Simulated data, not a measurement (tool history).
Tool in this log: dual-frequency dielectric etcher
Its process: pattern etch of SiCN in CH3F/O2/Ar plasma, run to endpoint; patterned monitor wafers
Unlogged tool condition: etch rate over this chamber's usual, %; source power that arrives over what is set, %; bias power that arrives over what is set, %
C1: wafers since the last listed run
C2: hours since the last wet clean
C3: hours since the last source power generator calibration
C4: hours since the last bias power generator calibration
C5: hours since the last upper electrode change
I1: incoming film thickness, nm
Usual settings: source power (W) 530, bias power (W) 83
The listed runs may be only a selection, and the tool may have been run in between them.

Run 1, day 0: usual settings; C1 0; C2 192.5; C3 3702.1; C4 2270.8; C5 4631.1; I1 10.99. Result: endpoint time (s) 24.5.
Run 2, day 0.854: usual settings; C1 452; C2 213; C3 3722.6; C4 2291.3; C5 4651.6; I1 11.12. Result: endpoint time (s) 24.9.
Run 3, day 1.617: usual settings; C1 403; C2 231.3; C3 3740.9; C4 2309.6; C5 4669.9; I1 11.2. Result: endpoint time (s) 24.8.
Run 4, day 2.196: usual settings; C1 306; C2 245.2; C3 3754.8; C4 2323.5; C5 4683.8; I1 11.16. Result: endpoint time (s) 25.
Run 5, day 3.592: usual settings; C1 739; C2 278.7; C3 3788.3; C4 2357; C5 4717.3; I1 10.96. Result: endpoint time (s) 24.2.
Run 6, day 4.925: usual settings but bias power (W) 91; C1 706; C2 310.7; C3 3820.3; C4 2389; C5 4749.3; I1 11.17. Result: endpoint time (s) 24.
Run 7, day 6.358: usual settings but bias power (W) 91; C1 759; C2 345.1; C3 3854.7; C4 2423.4; C5 4783.7; I1 11.12. Result: endpoint time (s) 23.7.
Run 8, day 7.679: usual settings but bias power (W) 91; C1 699; C2 376.8; C3 3886.4; C4 2455.1; C5 4815.4; I1 11.18. Result: endpoint time (s) 23.8.
Run 9, day 8.742: usual settings but bias power (W) 93; C1 562; C2 402.3; C3 3911.9; C4 2480.6; C5 4840.9; I1 11.16. Result: endpoint time (s) 23.5.
At day 9.058: source power generator calibrated.
Run 10, day 9.533: usual settings but bias power (W) 93; C1 331; C2 421.3; C3 11.4; C4 2499.6; C5 4859.9; I1 11.17. Result: endpoint time (s) 23.4.
Run 11, day 10.258: usual settings; C1 384; C2 438.7; C3 28.8; C4 2517; C5 4877.3; I1 11.08. Result: endpoint time (s) 24.3.
Run 12, day 10.875: usual settings; C1 326; C2 453.5; C3 43.6; C4 2531.8; C5 4892.1; I1 11.16. Result: endpoint time (s) 24.4.
Run 13, day 11.408: usual settings; C1 282; C2 466.3; C3 56.4; C4 2544.6; C5 4904.9; I1 11.17. Result: endpoint time (s) 24.5.
At day 12.183: bias power generator calibrated.
At day 12.438: upper electrode replaced, of another model than before.
Run 14, day 12.817: usual settings; C1 523; C2 500.1; C3 90.2; C4 15.2; C5 9.1; I1 11.2. Result: endpoint time (s) 24.4.
Run 15, day 14.021: usual settings but source power (W) 560, bias power (W) 77; C1 637; C2 529; C3 119.1; C4 44.1; C5 38; I1 11.1. Result: endpoint time (s) 23.4.
Run 16, day 15.438: usual settings but source power (W) 600, bias power (W) 92; C1 750; C2 563; C3 153.1; C4 78.1; C5 72; I1 11.16. Result: endpoint time (s) 21.1.
Run 17, day 16.071: usual settings but source power (W) 600; C1 335; C2 578.2; C3 168.3; C4 93.3; C5 87.2; I1 11.07. Result: endpoint time (s) 21.4.
Run 18, day 17.012: usual settings but bias power (W) 102; C1 498; C2 600.8; C3 190.9; C4 115.9; C5 109.8; I1 11.14. Result: endpoint time (s) 22.7.
Run 19, day 17.617: usual settings but source power (W) 410, bias power (W) 71; C1 320; C2 615.3; C3 205.4; C4 130.4; C5 124.3; I1 11.11. Result: endpoint time (s) 34.7.
At day 18.667: wet clean of the chamber.
Run 20, day 18.862: usual settings; C1 130; C2 4.7; C3 235.3; C4 160.3; C5 154.2; I1 11.02. Result: endpoint time (s) 24.9.
Run 21, day 19.825: usual settings; C1 509; C2 27.8; C3 258.4; C4 183.4; C5 177.3; I1 11.05. Result: endpoint time (s) 25.3.
Run 22, day 20.825: usual settings but source power (W) 580; C1 529; C2 51.8; C3 282.4; C4 207.4; C5 201.3; I1 11.05. Result: endpoint time (s) 23.
Run 23, day 22.242: usual settings; C1 750; C2 85.8; C3 316.4; C4 241.4; C5 235.3; I1 11.14. Result: endpoint time (s) 25.2.
Run 24, day 23.492: usual settings; C1 662; C2 115.8; C3 346.4; C4 271.4; C5 265.3; I1 11.12. Result: endpoint time (s) 24.9.
Run 25, day 24.958: usual settings but source power (W) 420, bias power (W) 102; C1 776; C2 151; C3 381.6; C4 306.6; C5 300.5; I1 11. Result: endpoint time (s) 31.3.
Run 26, day 25.479: usual settings but source power (W) 600; C1 275; C2 163.5; C3 394.1; C4 319.1; C5 313; I1 11.06. Result: endpoint time (s) 22.4.
Run 27, day 26.3: usual settings but source power (W) 630; C1 434; C2 183.2; C3 413.8; C4 338.8; C5 332.7; I1 11.1. Result: endpoint time (s) 21.6.
Run 28, day 27.021: usual settings; C1 381; C2 200.5; C3 431.1; C4 356.1; C5 350; I1 11.06. Result: endpoint time (s) 24.8.
Run 29, day 27.838: usual settings but source power (W) 610, bias power (W) 67; C1 432; C2 220.1; C3 450.7; C4 375.7; C5 369.6; I1 11.19. Result: endpoint time (s) 23.3.

For each run, what was the tool's unlogged condition?
source power that arrives over what is set, %: 0, the same for each run
bias power that arrives over what is set, %: 0, the same for each run
H1: etch rate over this chamber's usual, %
run       H1
  1      1.7
  2     1.87
  3     2.02
  4     2.13
  5     2.41
  6     2.67
  7     2.95
  8     3.21
  9     3.42
 10     3.58
 11     3.72
 12     3.84
 13     3.95
 14     4.22
 15     4.46
 16     4.74
 17     4.86
 18     5.05
 19     5.17
 20   -0.224
 21  -0.0345
 22    0.162
 23    0.441
 24    0.687
 25    0.976
 26     1.08
 27     1.24
 28     1.38
 29     1.54
